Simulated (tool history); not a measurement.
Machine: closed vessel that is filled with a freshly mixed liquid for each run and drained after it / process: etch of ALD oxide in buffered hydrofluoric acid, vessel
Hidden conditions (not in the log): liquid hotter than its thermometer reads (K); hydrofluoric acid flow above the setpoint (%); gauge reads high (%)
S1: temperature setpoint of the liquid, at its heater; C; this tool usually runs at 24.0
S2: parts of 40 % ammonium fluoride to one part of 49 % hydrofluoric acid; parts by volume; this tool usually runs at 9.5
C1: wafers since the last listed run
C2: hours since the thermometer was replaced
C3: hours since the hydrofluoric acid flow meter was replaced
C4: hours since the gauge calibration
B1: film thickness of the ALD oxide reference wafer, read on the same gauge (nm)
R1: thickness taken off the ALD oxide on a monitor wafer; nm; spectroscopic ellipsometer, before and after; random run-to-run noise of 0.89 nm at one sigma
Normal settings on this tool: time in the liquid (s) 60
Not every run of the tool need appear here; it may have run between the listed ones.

Run 1, hour 0.0: usual settings; C1 0; C2 1294.0; C3 376.4; C4 609.4; B1 49.99. Result: R1 100.13 nm.
Run 2, hour 26.4: usual settings; C1 3127; C2 1320.4; C3 402.8; C4 635.8; B1 49.99. Result: R1 101.37 nm.
Run 3, hour 39.6: usual settings; C1 1563; C2 1333.6; C3 416.0; C4 649.0; B1 50.00. Result: R1 100.99 nm.
Run 4, hour 60.8: usual settings but S1 21.5 C; C1 2511; C2 1354.8; C3 437.2; C4 670.2; B1 49.96. Result: R1 87.80 nm.
Run 5, hour 86.7: usual settings but S1 25.5 C; C1 3068; C2 1380.7; C3 463.1; C4 696.1; B1 50.04. Result: R1 109.68 nm.
Run 6, hour 100.1: usual settings; C1 1587; C2 1394.1; C3 476.5; C4 709.5; B1 50.02. Result: R1 102.72 nm.
Run 7, hour 127.3: usual settings; C1 3222; C2 1421.3; C3 503.7; C4 736.7; B1 50.02. Result: R1 102.72 nm.
Run 8, hour 158.7: usual settings; C1 3719; C2 1452.7; C3 535.1; C4 768.1; B1 50.01. Result: R1 100.26 nm.
Run 9, hour 187.5: usual settings; C1 3411; C2 1481.5; C3 563.9; C4 796.9; B1 49.99. Result: R1 100.95 nm.
Run 10, hour 287.5: usual settings; C1 11846; C2 1581.5; C3 663.9; C4 896.9; B1 50.03. Result: R1 103.06 nm.
Run 11, hour 309.0: usual settings but S1 20.5 C; C1 2547; C2 1603.0; C3 685.4; C4 918.4; B1 50.00. Result: R1 85.77 nm.
At hour 321.4: gauge calibrated.
Run 12, hour 334.5: usual settings but S1 20.5 C; C1 3020; C2 1628.5; C3 710.9; C4 13.1; B1 49.97. Result: R1 86.09 nm.
Run 13, hour 362.3: usual settings; C1 3293; C2 1656.3; C3 738.7; C4 40.9; B1 49.99. Result: R1 103.94 nm.
Run 14, hour 396.1: usual settings; C1 4004; C2 1690.1; C3 772.5; C4 74.7; B1 49.99. Result: R1 102.59 nm.
Run 15, hour 417.3: usual settings; C1 2511; C2 1711.3; C3 793.7; C4 95.9; B1 50.00. Result: R1 102.80 nm.
Run 16, hour 449.4: usual settings; C1 3802; C2 1743.4; C3 825.8; C4 128.0; B1 49.98. Result: R1 104.95 nm.
Run 17, hour 471.4: usual settings but time in the liquid (s) 30; C1 2606; C2 1765.4; C3 847.8; C4 150.0; B1 50.01. Result: R1 52.50 nm.
Run 18, hour 495.6: usual settings; C1 2866; C2 1789.6; C3 872.0; C4 174.2; B1 49.95. Result: R1 104.85 nm.
Run 19, hour 510.6: usual settings but time in the liquid (s) 45; C1 1776; C2 1804.6; C3 887.0; C4 189.2; B1 49.99. Result: R1 78.83 nm.
Run 20, hour 538.3: usual settings but time in the liquid (s) 30; C1 3281; C2 1832.3; C3 914.7; C4 216.9; B1 49.98. Result: R1 52.65 nm.
Run 21, hour 562.7: usual settings; C1 2890; C2 1856.7; C3 939.1; C4 241.3; B1 49.97. Result: R1 103.28 nm.
At hour 566.5: thermometer replaced.
Run 22, hour 595.6: usual settings but S1 20.5 C, S2 7.0 parts by volume, time in the liquid (s) 80; C1 3779; C2 29.1; C3 972.0; C4 274.2; B1 50.01. Result: R1 138.74 nm.
Run 23, hour 624.3: usual settings but S2 12.0 parts by volume; C1 3399; C2 57.8; C3 1000.7; C4 302.9; B1 49.95. Result: R1 76.08 nm.
At hour 631.5: hydrofluoric acid flow meter replaced.
Run 24, hour 642.4: usual settings but S1 25.5 C, S2 6.5 parts by volume, time in the liquid (s) 70; C1 2025; C2 75.9; C3 10.9; C4 321.0; B1 50.01. Result: R1 171.21 nm.
Run 25, hour 676.1: usual settings but time in the liquid (s) 35; C1 3992; C2 109.6; C3 44.6; C4 354.7; B1 49.98. Result: R1 54.73 nm.
Run 26, hour 691.0: usual settings; C1 1765; C2 124.5; C3 59.5; C4 369.6; B1 49.98. Result: R1 95.91 nm.
Run 27, hour 719.2: usual settings but S1 22.0 C; C1 3340; C2 152.7; C3 87.7; C4 397.8; B1 50.01. Result: R1 83.31 nm.
Run 28, hour 738.5: usual settings; C1 2286; C2 172.0; C3 107.0; C4 417.1; B1 49.99. Result: R1 94.92 nm.
Run 29, hour 766.2: usual settings but S1 25.5 C, S2 6.5 parts by volume; C1 3281; C2 199.7; C3 134.7; C4 444.8; B1 49.98. Result: R1 149.02 nm.
Run 30, hour 798.1: usual settings but S1 19.5 C, S2 6.5 parts by volume, time in the liquid (s) 80; C1 3779; C2 231.6; C3 166.6; C4 476.7; B1 50.02. Result: R1 146.75 nm.
Run 31, hour 816.7: usual settings but S2 6.5 parts by volume; C1 2203; C2 250.2; C3 185.2; C4 495.3; B1 50.02. Result: R1 138.46 nm.

Entry by entry between the runs, the difference in hidden state between the last listed run before and the first listed run after:
After run 11, before run 12: gauge calibrated (hour 321.4)
  liquid hotter than its thermometer reads (K): 1.96 -> 1.99
  measured value less the no-hidden-state value, R1: +8.83 -> +8.99 nm
After run 21, before run 22: thermometer replaced (hour 566.5)
  liquid hotter than its thermometer reads (K): 2.27 -> 0.206
  measured value less the no-hidden-state value, R1: +11.94 -> +1.61 nm
After run 23, before run 24: hydrofluoric acid flow meter replaced (hour 631.5)
  liquid hotter than its thermometer reads (K): 0.24 -> 0.262
  measured value less the no-hidden-state value, R1: +0.99 -> +2.38 nm
